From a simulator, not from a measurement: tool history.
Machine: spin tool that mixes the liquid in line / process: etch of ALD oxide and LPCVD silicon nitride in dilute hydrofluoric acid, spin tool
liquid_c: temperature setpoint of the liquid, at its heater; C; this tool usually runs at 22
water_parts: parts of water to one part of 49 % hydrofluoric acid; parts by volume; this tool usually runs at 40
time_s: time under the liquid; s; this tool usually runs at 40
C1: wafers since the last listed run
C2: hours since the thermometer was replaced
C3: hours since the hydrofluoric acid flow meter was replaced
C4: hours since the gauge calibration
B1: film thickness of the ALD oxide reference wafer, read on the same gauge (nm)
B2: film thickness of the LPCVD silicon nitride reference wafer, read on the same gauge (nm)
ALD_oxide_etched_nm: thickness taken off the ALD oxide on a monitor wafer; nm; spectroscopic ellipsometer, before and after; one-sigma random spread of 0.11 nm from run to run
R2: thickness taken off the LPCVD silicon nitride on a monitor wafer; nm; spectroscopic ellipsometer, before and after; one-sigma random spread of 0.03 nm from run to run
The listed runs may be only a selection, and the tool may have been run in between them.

{"run": 1, "hour": 0.0, "liquid_c": 22, "water_parts": 40, "time_s": 40, "C1": 0, "C2": 2812.6, "C3": 866.3, "C4": 421.9, "B1": 140.02, "B2": 69.982, "ALD_oxide_etched_nm": 9.74, "R2": 0.321}
{"run": 2, "hour": 43.9, "liquid_c": 22, "water_parts": 40, "time_s": 40, "C1": 759, "C2": 2856.5, "C3": 910.2, "C4": 465.8, "B1": 139.99, "B2": 69.974, "ALD_oxide_etched_nm": 9.62, "R2": 0.349}
{"run": 3, "hour": 100.0, "liquid_c": 22, "water_parts": 40, "time_s": 40, "C1": 970, "C2": 2912.6, "C3": 966.3, "C4": 521.9, "B1": 140, "B2": 70.002, "ALD_oxide_etched_nm": 9.47, "R2": 0.336}
{"run": 4, "hour": 151.2, "liquid_c": 22, "water_parts": 40, "time_s": 40, "C1": 885, "C2": 2963.8, "C3": 1017.5, "C4": 573.1, "B1": 139.99, "B2": 70.029, "ALD_oxide_etched_nm": 9.5, "R2": 0.297}
{"run": 5, "hour": 210.1, "liquid_c": 22, "water_parts": 40, "time_s": 40, "C1": 1019, "C2": 3022.7, "C3": 1076.4, "C4": 632, "B1": 140, "B2": 69.992, "ALD_oxide_etched_nm": 9.29, "R2": 0.302}
{"run": 6, "hour": 258.9, "liquid_c": 22, "water_parts": 40, "time_s": 40, "C1": 844, "C2": 3071.5, "C3": 1125.2, "C4": 680.8, "B1": 139.99, "B2": 70.001, "ALD_oxide_etched_nm": 9.45, "R2": 0.345}
{"run": 7, "hour": 329.7, "liquid_c": 22, "water_parts": 40, "time_s": 40, "C1": 1224, "C2": 3142.3, "C3": 1196, "C4": 751.6, "B1": 140.02, "B2": 70.007, "ALD_oxide_etched_nm": 9.36, "R2": 0.319}
{"run": 8, "hour": 374.0, "liquid_c": 22, "water_parts": 40, "time_s": 40, "C1": 766, "C2": 3186.6, "C3": 1240.3, "C4": 795.9, "B1": 140.01, "B2": 70.016, "ALD_oxide_etched_nm": 9.48, "R2": 0.312}
{"run": 9, "hour": 445.4, "liquid_c": 22, "water_parts": 40, "time_s": 40, "C1": 1235, "C2": 3258, "C3": 1311.7, "C4": 867.3, "B1": 139.99, "B2": 70.032, "ALD_oxide_etched_nm": 9.4, "R2": 0.321}
{"run": 10, "hour": 495.5, "liquid_c": 22, "water_parts": 40, "time_s": 40, "C1": 866, "C2": 3308.1, "C3": 1361.8, "C4": 917.4, "B1": 140, "B2": 69.987, "ALD_oxide_etched_nm": 9.29, "R2": 0.32}
{"run": 11, "hour": 523.0, "liquid_c": 22, "water_parts": 40, "time_s": 60, "C1": 475, "C2": 3335.6, "C3": 1389.3, "C4": 944.9, "B1": 140.02, "B2": 69.968, "ALD_oxide_etched_nm": 13.74, "R2": 0.464}
{"run": 12, "hour": 590.7, "liquid_c": 22, "water_parts": 55, "time_s": 40, "C1": 1171, "C2": 3403.3, "C3": 1457, "C4": 1012.6, "B1": 140, "B2": 70.01, "ALD_oxide_etched_nm": 6.57, "R2": 0.22}
{"hour": 616.5, "done": "hydrofluoric acid flow meter replaced"}
{"run": 13, "hour": 617.0, "liquid_c": 18, "water_parts": 55, "time_s": 55, "C1": 437, "C2": 3429.6, "C3": 0.5, "C4": 1038.9, "B1": 140, "B2": 70.011, "ALD_oxide_etched_nm": 8.19, "R2": 0.241}
{"hour": 624.6, "done": "thermometer replaced"}
{"run": 14, "hour": 655.1, "liquid_c": 22, "water_parts": 40, "time_s": 40, "C1": 641, "C2": 30.5, "C3": 38.6, "C4": 1077, "B1": 140.03, "B2": 70.014, "ALD_oxide_etched_nm": 11.33, "R2": 0.435}
{"run": 15, "hour": 708.9, "liquid_c": 23.5, "water_parts": 40, "time_s": 40, "C1": 930, "C2": 84.3, "C3": 92.4, "C4": 1130.8, "B1": 139.99, "B2": 70.012, "ALD_oxide_etched_nm": 11.89, "R2": 0.422}
{"hour": 736.2, "done": "gauge calibrated"}
{"run": 16, "hour": 760.8, "liquid_c": 22, "water_parts": 40, "time_s": 40, "C1": 897, "C2": 136.2, "C3": 144.3, "C4": 24.6, "B1": 139.97, "B2": 69.966, "ALD_oxide_etched_nm": 11.01, "R2": 0.357}
{"run": 17, "hour": 830.6, "liquid_c": 24.5, "water_parts": 50, "time_s": 55, "C1": 1207, "C2": 206, "C3": 214.1, "C4": 94.4, "B1": 140.02, "B2": 69.983, "ALD_oxide_etched_nm": 13.41, "R2": 0.54}
{"run": 18, "hour": 897.7, "liquid_c": 22, "water_parts": 50, "time_s": 40, "C1": 1160, "C2": 273.1, "C3": 281.2, "C4": 161.5, "B1": 140, "B2": 70.02, "ALD_oxide_etched_nm": 8.72, "R2": 0.355}
{"run": 19, "hour": 926.1, "liquid_c": 22, "water_parts": 40, "time_s": 40, "C1": 491, "C2": 301.5, "C3": 309.6, "C4": 189.9, "B1": 140, "B2": 70.008, "ALD_oxide_etched_nm": 10.83, "R2": 0.431}
{"run": 20, "hour": 952.5, "liquid_c": 20.5, "water_parts": 30, "time_s": 25, "C1": 456, "C2": 327.9, "C3": 336, "C4": 216.3, "B1": 140.02, "B2": 69.99, "ALD_oxide_etched_nm": 8.68, "R2": 0.267}
{"run": 21, "hour": 1022.2, "liquid_c": 26, "water_parts": 45, "time_s": 40, "C1": 1205, "C2": 397.6, "C3": 405.7, "C4": 286, "B1": 140, "B2": 69.973, "ALD_oxide_etched_nm": 11.34, "R2": 0.483}
{"run": 22, "hour": 1082.1, "liquid_c": 17.5, "water_parts": 35, "time_s": 60, "C1": 1036, "C2": 457.5, "C3": 465.6, "C4": 345.9, "B1": 140, "B2": 69.979, "ALD_oxide_etched_nm": 15.4, "R2": 0.505}
{"run": 23, "hour": 1112.6, "liquid_c": 22, "water_parts": 55, "time_s": 25, "C1": 527, "C2": 488, "C3": 496.1, "C4": 376.4, "B1": 139.99, "B2": 70.023, "ALD_oxide_etched_nm": 4.84, "R2": 0.167}
{"run": 24, "hour": 1176.2, "liquid_c": 22, "water_parts": 45, "time_s": 40, "C1": 1100, "C2": 551.6, "C3": 559.7, "C4": 440, "B1": 140.02, "B2": 69.986, "ALD_oxide_etched_nm": 9.5, "R2": 0.327}

Forecast run 25:
{"run": 25, "hour": 1202.8, "liquid_c": 22, "water_parts": 40, "time_s": 40, "C1": 460, "C2": 578.2, "C3": 586.3, "C4": 466.6, "B1": "?", "B2": "?", "ALD_oxide_etched_nm": "?", "R2": "?"}

Run 25 yielded B1 140.03, B2 69.983, ALD_oxide_etched_nm 10.71 nm, R2 0.385 nm.
Were there no unlogged condition in the tool, this run, its random variation unchanged, would have produced ALD_oxide_etched_nm 11.35 nm, R2 0.414 nm.

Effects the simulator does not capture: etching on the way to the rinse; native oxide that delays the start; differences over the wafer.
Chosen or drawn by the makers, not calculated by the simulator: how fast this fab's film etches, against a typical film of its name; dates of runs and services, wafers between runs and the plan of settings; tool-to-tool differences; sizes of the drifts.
